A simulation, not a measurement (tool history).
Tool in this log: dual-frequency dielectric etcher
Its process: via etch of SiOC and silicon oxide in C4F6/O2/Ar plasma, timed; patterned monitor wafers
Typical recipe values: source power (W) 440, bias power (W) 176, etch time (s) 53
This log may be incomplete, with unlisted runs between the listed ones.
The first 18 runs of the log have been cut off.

run,hour,source power (W),bias power (W),etch time (s),"read-back reference wafer on the same gauge, depth_nm",mean etch depth across the wafer (Å)
19,438.6,400,187,38.5,65.5,398
20,461.5,440,161,39.5,65.5,403
21,496.7,490,176,46,65.5,495
22,529.6,380,160,68.5,65.5,667
23,544.9,480,160,68.5,65.5,712
# hour 586.6: wet clean of the chamber
24,587.1,500,142,40,65.5,417
25,592.2,360,176,44,65.5,441
26,605,350,176,42.5,65.5,422
27,632.8,440,210,62,65.5,692
28,647.4,440,176,53,65.5,561
29,698.5,440,176,68.5,65.5,724
30,722.6,510,176,68.5,65.5,756

Forecast each of these 4 alternatives for the next run:
A,723,440,176,53,?,?
B,723,440,206,43,?,?
C,723,400,159,53,?,?
D,723,410,211,65,?,?

run,"read-back reference wafer on the same gauge, depth_nm",mean etch depth across the wafer (Å)
A,65.5,559
B,65.5,475
C,65.5,528
D,65.5,708
The same runs, with their run-to-run variation unchanged, on a tool lacking any hidden condition would have given:
run,mean etch depth across the wafer (Å)
A,563
B,478
C,532
D,713
